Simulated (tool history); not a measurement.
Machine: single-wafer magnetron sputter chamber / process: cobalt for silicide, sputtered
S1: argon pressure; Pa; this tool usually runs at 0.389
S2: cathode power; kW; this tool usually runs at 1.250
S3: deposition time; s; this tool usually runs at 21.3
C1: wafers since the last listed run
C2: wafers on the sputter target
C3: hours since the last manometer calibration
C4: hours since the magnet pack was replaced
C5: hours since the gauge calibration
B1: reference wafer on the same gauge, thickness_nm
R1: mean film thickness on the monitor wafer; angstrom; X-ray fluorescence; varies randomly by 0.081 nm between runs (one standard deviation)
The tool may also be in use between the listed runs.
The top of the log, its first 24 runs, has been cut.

{"run": 25, "hour": 1189.2, "S1": 0.389, "S2": 1.25, "S3": 21.3, "C1": 1012, "C2": 1960, "C3": 450.1, "C4": 489.1, "C5": 604.5, "B1": 16.079, "R1": 139.59}
{"run": 26, "hour": 1234.5, "S1": 0.389, "S2": 1.25, "S3": 22.9, "C1": 1181, "C2": 3142, "C3": 495.4, "C4": 534.4, "C5": 649.8, "B1": 16.098, "R1": 150.1}
{"run": 27, "hour": 1295.4, "S1": 0.389, "S2": 1.25, "S3": 21.3, "C1": 1588, "C2": 4730, "C3": 556.3, "C4": 595.3, "C5": 710.7, "B1": 16.1, "R1": 139.18}
{"run": 28, "hour": 1329.3, "S1": 0.443, "S2": 1.05, "S3": 22.8, "C1": 884, "C2": 5614, "C3": 590.2, "C4": 629.2, "C5": 744.6, "B1": 16.093, "R1": 123.4}
{"run": 29, "hour": 1360.8, "S1": 0.444, "S2": 1.45, "S3": 19.8, "C1": 821, "C2": 6436, "C3": 621.7, "C4": 660.7, "C5": 776.1, "B1": 16.073, "R1": 145.61}
{"hour": 1412.7, "done": "sputter target and shields replaced"}
{"run": 30, "hour": 1505.0, "S1": 0.389, "S2": 1.4, "S3": 23.9, "C1": 3552, "C2": 2407, "C3": 765.9, "C4": 804.9, "C5": 920.3, "B1": 16.094, "R1": 174.42}
{"run": 31, "hour": 1552.6, "S1": 0.389, "S2": 1.1, "S3": 25.2, "C1": 1241, "C2": 3649, "C3": 813.5, "C4": 852.5, "C5": 967.9, "B1": 16.103, "R1": 146.25}
{"run": 32, "hour": 1621.5, "S1": 0.389, "S2": 1.15, "S3": 21.3, "C1": 1797, "C2": 5446, "C3": 882.4, "C4": 921.4, "C5": 1036.8, "B1": 16.104, "R1": 127.3}

Each row is a separate what-if for the run after 32, all from the same tool condition, not one after another. Results?
{"run": "A", "hour": 1621.9, "S1": 0.389, "S2": 1.25, "S3": 21.3, "C1": 10, "C2": 5456, "C3": 882.8, "C4": 921.8, "C5": 1037.2, "B1": "?", "R1": "?"}
{"run": "B", "hour": 1621.9, "S1": 0.253, "S2": 1.25, "S3": 21.3, "C1": 10, "C2": 5456, "C3": 882.8, "C4": 921.8, "C5": 1037.2, "B1": "?", "R1": "?"}
{"run": "C", "hour": 1621.9, "S1": 0.327, "S2": 1.35, "S3": 21.3, "C1": 10, "C2": 5456, "C3": 882.8, "C4": 921.8, "C5": 1037.2, "B1": "?", "R1": "?"}
{"run": "D", "hour": 1621.9, "S1": 0.497, "S2": 1.05, "S3": 24.0, "C1": 10, "C2": 5456, "C3": 882.8, "C4": 921.8, "C5": 1037.2, "B1": "?", "R1": "?"}
{"run": "E", "hour": 1621.9, "S1": 0.449, "S2": 1.25, "S3": 18.7, "C1": 10, "C2": 5456, "C3": 882.8, "C4": 921.8, "C5": 1037.2, "B1": "?", "R1": "?"}

run=A B1=16.110 R1=137.44
run=B B1=16.110 R1=141.65
run=C B1=16.110 R1=150.02
run=D B1=16.110 R1=128.05
run=E B1=16.110 R1=119.08
Had the tool no hidden state, the same runs would have come out as:
run=A R1=141.01
run=B R1=145.33
run=C R1=153.92
run=D R1=131.37
run=E R1=122.17
